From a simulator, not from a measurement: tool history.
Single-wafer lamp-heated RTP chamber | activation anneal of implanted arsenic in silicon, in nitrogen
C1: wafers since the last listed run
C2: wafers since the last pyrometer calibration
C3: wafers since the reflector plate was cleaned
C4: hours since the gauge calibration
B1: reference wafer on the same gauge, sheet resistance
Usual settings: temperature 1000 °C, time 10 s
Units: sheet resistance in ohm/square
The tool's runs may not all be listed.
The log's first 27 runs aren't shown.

run 28 hour=1281.8 | temperature=1000 time=13 | C1=429 C2=5776 C3=5221 C4=208.9 | B1=130.15 | sheet_resistance=125.83
run 29 hour=1330.9 | temperature=1000 time=10 | C1=707 C2=6484 C3=5929 C4=258 | B1=130.06 | sheet_resistance=126.95
run 30 hour=1376.4 | temperature=1025 time=10 | C1=655 C2=7140 C3=6585 C4=303.5 | B1=130.04 | sheet_resistance=122.59
run 31 hour=1402.4 | temperature=1000 time=10 | C1=374 C2=7515 C3=6960 C4=329.5 | B1=129.96 | sheet_resistance=126.12
-- hour=1472.4 pyrometer window cleaned and pyrometer calibrated
run 32 hour=1534 | temperature=1000 time=10 | C1=1781 C2=887 C3=8742 C4=461.1 | B1=129.84 | sheet_resistance=128.87
run 33 hour=1575.3 | temperature=979 time=12 | C1=595 C2=1483 C3=9337 C4=502.4 | B1=129.99 | sheet_resistance=131.49
run 34 hour=1607.3 | temperature=1024 time=6 | C1=461 C2=1944 C3=9798 C4=534.4 | B1=129.94 | sheet_resistance=127.46
run 35 hour=1664.8 | temperature=1000 time=10 | C1=829 C2=2773 C3=10627 C4=591.9 | B1=129.97 | sheet_resistance=128.59
-- hour=1676.3 reflector plate cleaned
run 36 hour=1782 | temperature=985 time=10 | C1=1574 C2=4347 C3=1523 C4=709.1 | B1=130.02 | sheet_resistance=132.32
run 37 hour=1830.9 | temperature=1013 time=5 | C1=705 C2=5052 C3=2228 C4=758 | B1=130.05 | sheet_resistance=131.11

3 ways to go on from here, each from the tool as it stands after run 37. What would each give?
run A hour=1831.3 | temperature=1000 time=4 | C1=5 C2=5058 C3=2234 C4=758.4 | B1=? | sheet_resistance=?
run B hour=1831.3 | temperature=1000 time=15 | C1=5 C2=5058 C3=2234 C4=758.4 | B1=? | sheet_resistance=?
run C hour=1831.3 | temperature=1028 time=7 | C1=5 C2=5058 C3=2234 C4=758.4 | B1=? | sheet_resistance=?

run=A B1=129.98 sheet_resistance=137.18
run=B B1=129.98 sheet_resistance=125.86
run=C B1=129.98 sheet_resistance=126.47
Without the tool's hidden state the same runs would have given:
run=A sheet_resistance=139.21
run=B sheet_resistance=127.24
run=C sheet_resistance=127.73

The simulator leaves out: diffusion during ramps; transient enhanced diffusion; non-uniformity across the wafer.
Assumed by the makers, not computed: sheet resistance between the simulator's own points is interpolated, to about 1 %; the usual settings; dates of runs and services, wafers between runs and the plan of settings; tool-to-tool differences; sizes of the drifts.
